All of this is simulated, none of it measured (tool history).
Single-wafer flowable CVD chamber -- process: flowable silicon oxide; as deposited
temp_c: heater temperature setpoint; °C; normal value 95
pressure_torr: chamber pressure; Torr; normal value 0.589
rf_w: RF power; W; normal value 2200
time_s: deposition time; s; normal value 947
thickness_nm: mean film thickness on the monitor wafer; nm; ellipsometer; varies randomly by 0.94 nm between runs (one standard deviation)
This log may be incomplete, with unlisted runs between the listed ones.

run   hour  temp_c  pressure_torr  rf_w  time_s  read-back reference wafer on the same gauge, thickness_nm  thickness_nm
  1      0      95          0.589  2200     947                                                    488.043       398.965
  2   11.3      95          0.589  2200     947                                                    488.149       397.549
  3   27.8      95          0.589  2200     947                                                    487.986       398.757
  4   42.8      95          0.589  2200     947                                                    487.765       399.113
  5   52.5      95          0.589  2200     947                                                     488.04       399.384
        65  -- capacitance manometer re-zeroed and calibrated
  6   67.7      95          0.589  2200     947                                                    487.956       395.709
  7   74.4      95          0.589  2200     947                                                    487.789        397.79
  8   84.5      95          0.589  2200     947                                                    487.943        397.27
      93.5  -- thermocouple changed; heater temperature recalibrated
  9  101.8      95          0.509  2200     947                                                    488.181       361.453
 10  115.4      95          0.589  2200     947                                                    488.029       416.725
 11  123.6      95          0.463  1780    1094                                                    487.851        363.84
     138.9  -- showerhead replaced
     140.9  -- RF generator calibrated
 12  141.4      95          0.665  2440     947                                                    487.931       478.532
 13  154.1     109          0.542  1780    1053                                                    488.015       270.977
 14  166.9     109          0.542  1780    1053                                                    488.055        270.16
     170.7  -- gauge calibrated
 15  179.4      86          0.589  1880     815                                                    487.952       448.779
 16  188.2      95          0.589  2200     947                                                    488.132       415.193

Run 17 comes next. What will it give?
 17  202.7      95          0.589  2200    1095                                                          ?             ?

read-back reference wafer on the same gauge, thickness_nm: 487.822
thickness_nm: 480.333 nm
Were there no unlogged condition in the tool, this run, its random variation unchanged, would have produced thickness_nm 484.916 nm.
